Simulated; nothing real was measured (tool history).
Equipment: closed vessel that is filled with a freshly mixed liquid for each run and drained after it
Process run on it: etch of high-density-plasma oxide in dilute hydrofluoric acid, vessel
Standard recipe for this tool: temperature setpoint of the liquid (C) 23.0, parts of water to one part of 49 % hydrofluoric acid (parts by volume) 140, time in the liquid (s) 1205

run   hour  temperature setpoint of the liquid (C)  parts of water to one part of 49 % hydrofluoric acid (parts by volume)  time in the liquid (s)  read-back film thickness of the high-density-plasma oxide reference wafer, read on the same gauge (nm)  thickness taken off the high-density-plasma oxide on a monitor wafer (angstrom)
  1    0.0                                    23.0                                                                     140                    1205                                                                                                   60.24                                                                            557.8
  2   30.4                                    23.0                                                                     140                    1205                                                                                                   60.42                                                                            555.6
  3   67.8                                    23.0                                                                     140                    1460                                                                                                   60.61                                                                            681.4
  4  103.3                                    23.0                                                                     140                    1205                                                                                                   60.81                                                                            558.4
  5  164.5                                    26.0                                                                      95                    1205                                                                                                   60.94                                                                            981.9
  6  220.5                                    23.0                                                                     140                    1205                                                                                                   61.05                                                                            567.1
  7  271.7                                    23.0                                                                     140                    1205                                                                                                   61.13                                                                            560.9
  8  338.9                                    23.0                                                                     140                    1205                                                                                                   61.23                                                                            560.8
  9  396.0                                    23.0                                                                     140                    1205                                                                                                   61.22                                                                            566.5
     410.5  -- gauge calibrated
 10  433.2                                    25.5                                                                     170                     570                                                                                                   60.17                                                                            231.5
 11  469.2                                    23.0                                                                     140                    1205                                                                                                   60.38                                                                            560.0
     472.4  -- thermometer replaced
     502.5  -- hydrofluoric acid flow meter replaced
 12  537.1                                    23.0                                                                     140                    1205                                                                                                   60.69                                                                            561.5
 13  601.9                                    21.0                                                                      85                    1725                                                                                                   60.84                                                                           1309.1
 14  707.0                                    24.5                                                                     180                     880                                                                                                   61.03                                                                            324.1
 15  791.7                                    18.0                                                                     170                    1205                                                                                                   61.12                                                                            365.7
 16  850.8                                    23.0                                                                      80                    1750                                                                                                   61.17                                                                           1555.8
     851.0  -- gauge calibrated
 17  908.6                                    21.0                                                                      85                    1725                                                                                                   60.79                                                                           1297.9
 18  943.7                                    27.5                                                                     175                     625                                                                                                   60.94                                                                            266.1
 19  969.9                                    23.0                                                                     140                    1635                                                                                                   61.00                                                                            764.9

4 ways to go on from here, each from the tool as it stands after run 19. What would each give?
  A  970.9                                    23.0                                                                     140                    1205                                                                                                       ?                                                                                ?
  B  970.9                                    23.0                                                                     205                     510                                                                                                       ?                                                                                ?
  C  970.9                                    20.5                                                                     180                    1205                                                                                                       ?                                                                                ?
  D  970.9                                    23.0                                                                     100                    1470                                                                                                       ?                                                                                ?

run  read-back film thickness of the high-density-plasma oxide reference wafer, read on the same gauge (nm)  thickness taken off the high-density-plasma oxide on a monitor wafer (angstrom)
  A                                                                                                   61.07                                                                            559.2
  B                                                                                                   61.07                                                                            150.6
  C                                                                                                   61.07                                                                            378.1
  D                                                                                                   61.07                                                                           1000.6
Take away the tool's hidden state, keep each run's random variation, and the runs would have read:
run  thickness taken off the high-density-plasma oxide on a monitor wafer (angstrom)
  A                                                                            549.6
  B                                                                            148.0
  C                                                                            371.6
  D                                                                            983.3

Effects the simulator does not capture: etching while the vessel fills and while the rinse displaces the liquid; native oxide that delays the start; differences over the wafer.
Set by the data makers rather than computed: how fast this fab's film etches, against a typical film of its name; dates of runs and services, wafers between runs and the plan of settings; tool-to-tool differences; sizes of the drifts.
